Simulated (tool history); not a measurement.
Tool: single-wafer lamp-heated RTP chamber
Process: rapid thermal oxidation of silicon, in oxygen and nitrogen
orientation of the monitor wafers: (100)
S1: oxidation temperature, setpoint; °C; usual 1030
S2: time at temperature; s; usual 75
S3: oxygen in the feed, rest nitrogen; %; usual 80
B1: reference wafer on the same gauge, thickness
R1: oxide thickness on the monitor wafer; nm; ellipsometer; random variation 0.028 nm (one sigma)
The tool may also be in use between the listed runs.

run   hour    S1  S2  S3     B1     R1
  1      0  1030  75  80  6.693  7.219
  2     16  1030  75  80  6.707  7.201
  3   46.2  1030  75  80  6.701  7.191
  4   63.5  1030  75  80  6.693  7.224
  5   97.9  1018  75  80  6.695  6.621
  6    130  1018  75  80  6.689  6.615
  7  142.7  1018  75  80  6.707  6.582
  8  174.6  1030  75  80  6.703  7.122
  9  193.1  1030  75  80  6.693  7.148
 10  227.5  1022  75  80  6.708  6.788
     281.5  -- gauge calibrated
 11  299.6  1022  75  80  6.711  6.763
 12  322.1  1030  75  62  6.696  6.562
 13  347.9  1030  75  80  6.705  7.168
     367.8  -- oxygen flow controller replaced
 14  372.4  1030  61  80  6.693  6.589
 15  393.5  1030  61  80  6.704  6.596
 16  422.5  1030  61  80  6.708  6.529
 17  456.1  1050  75  80    6.7  8.306
 18  477.2  1020  41  80    6.7  5.159
     496.3  -- pyrometer window cleaned and pyrometer calibrated
 19  496.8  1006  87  80  6.698  6.438
 20  520.2  1030  89  60  6.693  7.037
 21  534.2  1030  75  72  6.697   6.93
 22  568.7  1022  75  80  6.702  6.795
 23  594.8  1030  75  80  6.705  7.181
 24  627.4  1053  75  98  6.706  9.026
 25  641.4  1030  60  80  6.693  6.497
 26  663.3  1030  75  80  6.703  7.202
 27  696.3  1046  61  94  6.701  7.737
 28  722.6  1030  75  91  6.696  7.573
 29  741.3  1030  85  98  6.701  8.197
 30  766.5  1012  53  80  6.694  5.442
 31  796.2  1030  75  80    6.7  7.166
 32  817.4  1030  75  80  6.697  7.247
 33  837.4  1030  50  80  6.708  6.033
 34  865.4  1030  65  80  6.687  6.758
 35  883.2  1015  43  98  6.695  5.447
 36    904  1030  75  80  6.705  7.203
 37  939.3  1053  40  98  6.702  6.878
 38  968.3  1030  75  51  6.703  6.128
 39  991.5  1014  47  62  6.713  4.789

Forecast each of these 3 alternatives for the next run:
  A   992  1030  97  80   ?   ?
  B   992  1030  75  67   ?   ?
  C   992  1010  53  98   ?   ?

run    B1     R1
  A  6.69  8.154
  B  6.69  6.817
  C  6.69  5.796
Without the tool's hidden state the same runs would have given:
run     R1
  A  8.154
  B  6.817
  C  5.796

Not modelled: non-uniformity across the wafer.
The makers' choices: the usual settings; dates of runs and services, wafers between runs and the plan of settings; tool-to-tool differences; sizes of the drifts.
